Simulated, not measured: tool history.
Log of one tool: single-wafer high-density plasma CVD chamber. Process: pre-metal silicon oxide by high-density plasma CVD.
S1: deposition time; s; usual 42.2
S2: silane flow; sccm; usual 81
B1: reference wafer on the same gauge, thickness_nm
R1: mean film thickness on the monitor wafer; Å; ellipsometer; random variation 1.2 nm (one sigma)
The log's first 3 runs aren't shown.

Run 4, hour 70.2: usual settings; B1 390.141. Result: R1 3163.05 Å.
Run 5, hour 84.4: usual settings; B1 389.974. Result: R1 3181.78 Å.
Run 6, hour 117.4: usual settings but S1 44.8 s; B1 389.720. Result: R1 3388.01 Å.
Run 7, hour 151.6: usual settings but S1 37.3 s; B1 388.990. Result: R1 2813.75 Å.
Run 8, hour 171.4: usual settings but S2 73 sccm; B1 390.491. Result: R1 2851.77 Å.
Run 9, hour 202.1: usual settings but S2 73 sccm; B1 390.192. Result: R1 2853.41 Å.
Run 10, hour 223.4: usual settings; B1 390.062. Result: R1 3184.79 Å.
At hour 246.9: silane flow controller replaced.
Run 11, hour 254.8: usual settings; B1 389.896. Result: R1 3407.97 Å.
Run 12, hour 277.7: usual settings; B1 390.031. Result: R1 3385.75 Å.
Run 13, hour 300.9: usual settings; B1 389.456. Result: R1 3372.66 Å.
Run 14, hour 325.0: usual settings; B1 390.358. Result: R1 3393.35 Å.
At hour 371.4: gauge calibrated.
Run 15, hour 395.0: usual settings; B1 389.164. Result: R1 3363.37 Å.
Run 16, hour 430.9: usual settings; B1 390.184. Result: R1 3372.44 Å.
Run 17, hour 466.1: usual settings but S1 48.9 s, S2 76 sccm; B1 390.295. Result: R1 3634.29 Å.

Run 18 comes next. What will it give?
Run 18, hour 496.8: usual settings but S1 38.4 s, S2 70 sccm; B1 ?. Result: R1 ?.

Run 18 gave B1 390.426, R1 2635.61 Å.
Without the tool's hidden state the same run would have given R1 2670.41 Å.

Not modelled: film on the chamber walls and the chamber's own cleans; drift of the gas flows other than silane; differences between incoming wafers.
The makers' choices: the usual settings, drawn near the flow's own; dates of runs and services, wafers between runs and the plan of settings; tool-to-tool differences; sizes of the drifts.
